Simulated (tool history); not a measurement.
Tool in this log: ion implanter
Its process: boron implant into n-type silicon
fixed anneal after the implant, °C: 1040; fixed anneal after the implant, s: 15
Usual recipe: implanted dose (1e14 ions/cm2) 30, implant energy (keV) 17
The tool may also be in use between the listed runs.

run     day  implanted dose (1e14 ions/cm2)  implant energy (keV)  read-back reference wafer on the same gauge, sheet resistance  sheet resistance of the implanted and annealed layer (ohm/square)
  1       0                              30                    17                                                          59.26                                                              61.73
  2   0.329                              30                    17                                                          59.23                                                              61.61
  3   1.954                              30                    17                                                          59.21                                                              62.02
  4   2.333                              30                  20.5                                                          59.22                                                              57.19
  5   2.958                              30                  20.5                                                           59.2                                                              57.07
  6   3.433                              30                  20.5                                                          59.18                                                              57.27
  7   3.758                           26.67                    17                                                          59.19                                                              64.58
  8   4.167                              30                    17                                                          59.21                                                               61.9
  9   4.679                              30                    17                                                          59.19                                                              61.94
 10   4.971                              30                    17                                                          59.18                                                              61.97
 11     5.7                              30                    17                                                          59.19                                                              62.14
 12     6.8                              30                    17                                                          59.18                                                              61.94
 13   7.504                              30                    21                                                           59.2                                                              56.95
 14   8.158                              30                    17                                                          59.22                                                              61.88
 15    8.65                              30                    17                                                           59.2                                                              62.07
 16   9.021                              30                    17                                                          59.17                                                              62.14
      9.188  -- gauge calibrated
 17   9.333                              30                  13.5                                                          59.18                                                              69.37
 18   9.746                           26.18                  21.5                                                          59.18                                                              60.14
     10.279  -- Faraday cup replaced and dose calibrated
 19    10.3                           34.47                    14                                                          59.22                                                              65.65
 20   10.55                           27.66                    12                                                          59.21                                                              74.89
 21  10.883                           27.25                    20                                                           59.2                                                              59.43
 22  11.442                           21.05                  20.5                                                          59.16                                                              67.48
 23  11.875                           25.75                    15                                                          59.21                                                              68.39
 24  12.183                           25.24                  12.5                                                          59.23                                                              75.23
 25  12.488                              30                    17                                                          59.18                                                              61.23
 26      13                              30                    17                                                           59.2                                                              61.32
     13.867  -- extraction supply calibrated
 27  13.888                              30                    17                                                           59.2                                                              61.38
 28  14.021                              30                    17                                                          59.24                                                              61.39
 29  14.758                           32.96                    15                                                          59.22                                                              63.81
 30  15.442                           23.45                  11.5                                                          59.18                                                              80.19
 31      16                           34.93                    15                                                          59.22                                                              63.28
 32   16.75                           33.84                  12.5                                                          59.18                                                              70.46
 33    17.4                              30                    17                                                          59.16                                                              61.39
 34  18.033                              30                    17                                                          59.18                                                              61.63
 35  18.492                           27.56                    17                                                           59.2                                                              63.42
 36  19.179                           36.23                    13                                                          59.19                                                              68.27
 37  19.679                           26.43                    15                                                          59.14                                                              68.05

Below are 4 alternative next runs, each starting from the tool's condition after run 37. Predict each:
  A  19.696                              30                    17                                                              ?                                                                  ?
  B  19.696                           36.59                    19                                                              ?                                                                  ?
  C  19.696                            25.2                    20                                                              ?                                                                  ?
  D  19.696                           37.06                  21.5                                                              ?                                                                  ?

run  read-back reference wafer on the same gauge, sheet resistance  sheet resistance of the implanted and annealed layer (ohm/square)
  A                                                          59.19                                                              61.61
  B                                                          59.19                                                              55.63
  C                                                          59.19                                                              62.06
  D                                                          59.19                                                              52.36
What these runs would have given with no unlogged condition in the tool:
run  sheet resistance of the implanted and annealed layer (ohm/square)
  A                                                              61.34
  B                                                              55.49
  C                                                              61.61
  D                                                              52.19
